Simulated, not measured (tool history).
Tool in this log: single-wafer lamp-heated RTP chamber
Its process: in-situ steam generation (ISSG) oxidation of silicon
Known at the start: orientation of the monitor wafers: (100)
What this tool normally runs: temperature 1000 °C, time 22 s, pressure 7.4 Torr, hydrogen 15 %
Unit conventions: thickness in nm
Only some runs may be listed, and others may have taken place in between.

run     day  temperature  time  pressure  hydrogen  read-back reference wafer on the same gauge, thickness  thickness
  1   0.000         1000    22       7.4        15                                                   4.763      5.214
      1.308  -- pyrometer window cleaned and pyrometer calibrated
  2   2.654         1000    22       7.4        15                                                   4.773      5.096
  3   4.492         1000    22       7.4        15                                                   4.771      5.120
  4   5.592         1000    22       7.4        15                                                   4.769      5.110
  5   6.725         1000    22       7.4        15                                                   4.772      5.162
  6   9.004         1000    22       7.4        15                                                   4.771      5.140
  7  11.121         1000    22       7.4        15                                                   4.774      5.224
     12.279  -- pyrometer window cleaned and pyrometer calibrated
  8  13.171         1000    28       7.4        15                                                   4.773      5.725
  9  16.029         1000    22       7.4        15                                                   4.773      5.071
 10  18.946         1000    22       7.4        15                                                   4.777      5.118
     20.104  -- gauge calibrated
 11  20.717         1017    22       7.4        11                                                   4.774      5.260
     22.025  -- pyrometer window cleaned and pyrometer calibrated
     23.142  -- pressure gauge zeroed
 12  23.392         1000    22       7.4        15                                                   4.769      5.105
     24.967  -- hydrogen flow controller replaced
 13  25.212         1008    22       7.4        15                                                   4.768      5.307
 14  27.471         1000    18       7.4        11                                                   4.770      4.379
 15  29.258         1000    22       7.4        15                                                   4.772      5.181
 16  30.417         1000    22       7.4        15                                                   4.763      5.207
     32.771  -- pyrometer window cleaned and pyrometer calibrated
 17  32.896         1012    26       7.4        15                                                   4.765      5.822

What does the tool deliver on the next run?
 18  34.704         1009    17       7.4        15                                                       ?          ?

{"run 18": {"read-back reference wafer on the same gauge, thickness": 4.78, "thickness": 4.662}}
With the hidden condition absent and the run-to-run variation left alone, this run would have shown thickness 4.621 nm.
